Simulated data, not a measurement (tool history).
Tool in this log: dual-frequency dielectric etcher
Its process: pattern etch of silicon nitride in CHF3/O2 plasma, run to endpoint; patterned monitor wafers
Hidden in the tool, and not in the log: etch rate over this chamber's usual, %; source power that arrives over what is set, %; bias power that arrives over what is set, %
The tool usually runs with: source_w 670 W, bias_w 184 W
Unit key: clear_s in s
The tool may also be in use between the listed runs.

run,day,source_w,bias_w,wafers since the last listed run,hours since the last wet clean,hours since the last source power generator calibration,hours since the last bias power generator calibration,hours since the last upper electrode change,"incoming incoming film thickness, nm",clear_s
1,0.000,670,184,0,351.5,3378.0,3973.0,1734.9,90.2,59.6
2,1.904,670,184,609,397.2,3423.7,4018.7,1780.6,89.3,59.3
3,3.917,670,184,643,445.5,3472.0,4067.0,1828.9,88.6,59.2
# day 5.042: wet clean of the chamber
4,5.654,670,184,235,14.7,3513.7,4108.7,1870.6,89.1,57.3
5,7.888,670,184,714,68.3,3567.3,4162.3,1924.2,88.9,56.9
6,9.875,540,184,635,116.0,3615.0,4210.0,1971.9,89.0,62.4
7,12.858,670,184,954,187.6,3686.6,4281.6,2043.5,89.0,57.6
# day 20.375: wet clean of the chamber
# day 20.933: upper electrode replaced
8,20.954,670,184,2090,13.9,3880.9,4475.9,0.5,90.0,57.6
9,23.458,670,184,801,74.0,3941.0,4536.0,60.6,87.8,56.5
10,25.796,670,184,747,130.1,3997.1,4592.1,116.7,88.9,57.5
# day 26.383: source power generator calibrated
11,27.500,670,184,491,171.0,26.8,4633.0,157.6,89.4,58.3
12,28.962,670,184,467,206.1,61.9,4668.1,192.7,89.1,58.2
13,30.054,670,184,349,232.3,88.1,4694.3,218.9,89.5,58.6
14,31.433,670,184,441,265.4,121.2,4727.4,252.0,89.3,58.5
15,32.629,670,184,382,294.1,149.9,4756.1,280.7,90.1,59.4
# day 35.879: wet clean of the chamber
16,35.900,740,208,726,0.5,228.4,4834.6,359.2,90.3,52.9
17,36.717,670,172,261,20.1,248.0,4854.2,378.8,87.7,58.3
18,37.779,800,149,339,45.6,273.5,4879.7,404.3,90.5,60.0
19,39.088,720,184,418,77.0,304.9,4911.1,435.7,90.0,56.8
20,40.204,620,171,357,103.8,331.7,4937.9,462.5,88.6,61.3
# day 41.038: bias power generator calibrated
21,41.646,670,214,407,138.4,366.3,14.6,497.1,90.0,54.8
22,44.421,670,146,887,205.0,432.9,81.2,563.7,88.2,64.7
23,45.683,670,164,403,235.3,463.2,111.5,594.0,90.0,62.7
24,48.588,670,184,929,305.0,532.9,181.2,663.7,90.2,59.6
# day 51.571: wet clean of the chamber
25,51.592,670,184,641,0.5,605.0,253.3,735.8,90.2,57.6
26,54.358,730,197,885,66.9,671.4,319.7,802.2,89.3,53.6
27,61.483,740,145,2279,237.9,842.4,490.7,973.2,89.6,63.2
28,62.988,670,141,481,274.0,878.5,526.8,1009.3,87.8,65.6
29,65.658,770,148,854,338.1,942.6,590.9,1073.4,89.3,62.1

4 ways to go on from here, each from the tool as it stands after run 29. What would each give?
A,65.675,670,184,5,338.5,943.0,591.3,1073.8,89.4,?
B,65.675,550,204,5,338.5,943.0,591.3,1073.8,89.4,?
C,65.675,610,228,5,338.5,943.0,591.3,1073.8,89.4,?
D,65.675,740,209,5,338.5,943.0,591.3,1073.8,89.4,?

run,clear_s
A,59.2
B,61.0
C,55.6
D,53.7
With the hidden condition removed and each run's random variation left untouched, the same runs would have given:
run,clear_s
A,57.3
B,59.0
C,53.8
D,51.9
